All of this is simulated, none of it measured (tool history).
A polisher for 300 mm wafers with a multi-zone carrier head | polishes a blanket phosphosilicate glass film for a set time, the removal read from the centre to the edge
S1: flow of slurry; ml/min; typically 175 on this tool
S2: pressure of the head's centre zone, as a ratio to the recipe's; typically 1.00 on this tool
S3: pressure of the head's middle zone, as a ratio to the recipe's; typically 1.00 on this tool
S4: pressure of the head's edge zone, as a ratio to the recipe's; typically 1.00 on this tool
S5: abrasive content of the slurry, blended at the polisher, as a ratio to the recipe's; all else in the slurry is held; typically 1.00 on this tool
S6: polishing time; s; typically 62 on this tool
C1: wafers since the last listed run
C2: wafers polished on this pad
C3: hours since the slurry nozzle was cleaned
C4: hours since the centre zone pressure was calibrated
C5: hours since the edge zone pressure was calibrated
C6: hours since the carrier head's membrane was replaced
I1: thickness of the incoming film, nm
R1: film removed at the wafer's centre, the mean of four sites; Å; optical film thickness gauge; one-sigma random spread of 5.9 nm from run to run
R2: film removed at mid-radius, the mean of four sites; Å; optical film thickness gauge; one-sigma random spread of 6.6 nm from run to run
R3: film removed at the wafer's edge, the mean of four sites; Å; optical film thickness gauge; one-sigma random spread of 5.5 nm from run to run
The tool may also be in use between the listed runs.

run,hour,S1,S2,S3,S4,S5,S6,C1,C2,C3,C4,C5,C6,I1,R1,R2,R3
1,0.0,150,1.00,1.00,1.00,1.00,62,0,792,368.2,640.2,621.4,1201.9,2218.9,4815,4886,4880
# hour 12.6: slurry nozzle cleaned
2,68.5,150,1.00,1.00,1.00,1.00,62,419,1212,55.9,708.7,689.9,1270.4,2208.1,4877,4920,4866
# hour 103.0: worn pad replaced by a new one
3,141.9,150,1.00,1.00,1.00,1.00,62,431,242,129.3,782.1,763.3,1343.8,2240.4,4840,4871,4912
4,217.6,175,1.00,1.00,1.00,0.85,62,470,712,205.0,857.8,839.0,1419.5,2230.4,4727,4751,4687
5,294.9,175,1.00,1.00,1.00,0.85,62,480,1193,282.3,935.1,916.3,1496.8,2229.1,4793,4715,4691
# hour 303.8: worn pad replaced by a new one
# hour 341.6: slurry nozzle cleaned
6,402.3,175,1.00,1.00,1.00,0.85,62,636,606,60.7,1042.5,1023.7,1604.2,2236.2,4660,4751,4775
7,441.7,145,1.00,1.00,1.00,1.00,62,245,851,100.1,1081.9,1063.1,1643.6,2245.4,4770,4770,4800
# hour 490.2: worn pad replaced by a new one
8,490.7,175,1.00,1.00,1.11,1.00,62,279,2,149.1,1130.9,1112.1,1692.6,2239.0,5071,5000,5244
9,549.7,175,1.10,1.00,1.00,1.00,48,366,369,208.1,1189.9,1171.1,1751.6,2195.9,4266,3920,3926
# hour 613.7: carrier head's membrane replaced by a new one
# hour 624.7: centre zone pressure recalibrated
10,625.2,175,1.00,1.00,1.00,1.00,62,426,795,283.6,0.5,1246.6,11.5,2240.5,4985,4993,4915
11,691.4,150,1.00,0.94,0.96,0.85,62,411,1207,349.8,66.7,1312.8,77.7,2206.3,4617,4369,4481
# hour 716.1: worn pad replaced by a new one
# hour 720.1: slurry nozzle cleaned
# hour 738.7: edge zone pressure recalibrated
12,797.0,175,1.00,1.00,1.00,1.00,62,613,484,76.9,172.3,58.3,183.3,2227.6,5088,5053,4960
13,845.6,175,1.00,1.00,1.00,1.00,62,302,786,125.5,220.9,106.9,231.9,2245.3,4985,5032,4924
# hour 903.8: worn pad replaced by a new one
14,932.3,195,1.00,1.00,1.00,1.00,62,514,177,212.2,307.6,193.6,318.6,2225.3,5096,5123,5164
15,1027.1,175,1.00,1.00,1.00,1.00,75,589,766,307.0,402.4,288.4,413.4,2254.7,5948,6085,6134

Predict each of these 5 candidate next runs independently; none follows another, all start after run 15:
A,1027.5,175,1.00,1.00,1.00,1.00,62,2,769,307.4,402.8,288.8,413.8,2255.7,?,?,?
B,1027.5,230,0.97,0.93,1.00,1.00,62,2,769,307.4,402.8,288.8,413.8,2255.7,?,?,?
C,1027.5,175,0.96,1.11,0.89,1.00,74,2,769,307.4,402.8,288.8,413.8,2255.7,?,?,?
D,1027.5,230,1.00,1.00,0.93,1.00,62,2,769,307.4,402.8,288.8,413.8,2255.7,?,?,?
E,1027.5,160,1.12,1.00,0.92,1.00,62,2,769,307.4,402.8,288.8,413.8,2255.7,?,?,?

run,R1,R2,R3
A,5050,5153,5063
B,5132,5059,5229
C,5789,6724,5722
D,5294,5377,5053
E,5553,5063,4813
With no hidden state in the tool, these same runs would have given:
run,R1,R2,R3
A,5050,5153,5063
B,5132,5059,5229
C,5789,6724,5722
D,5294,5377,5053
E,5553,5063,4813
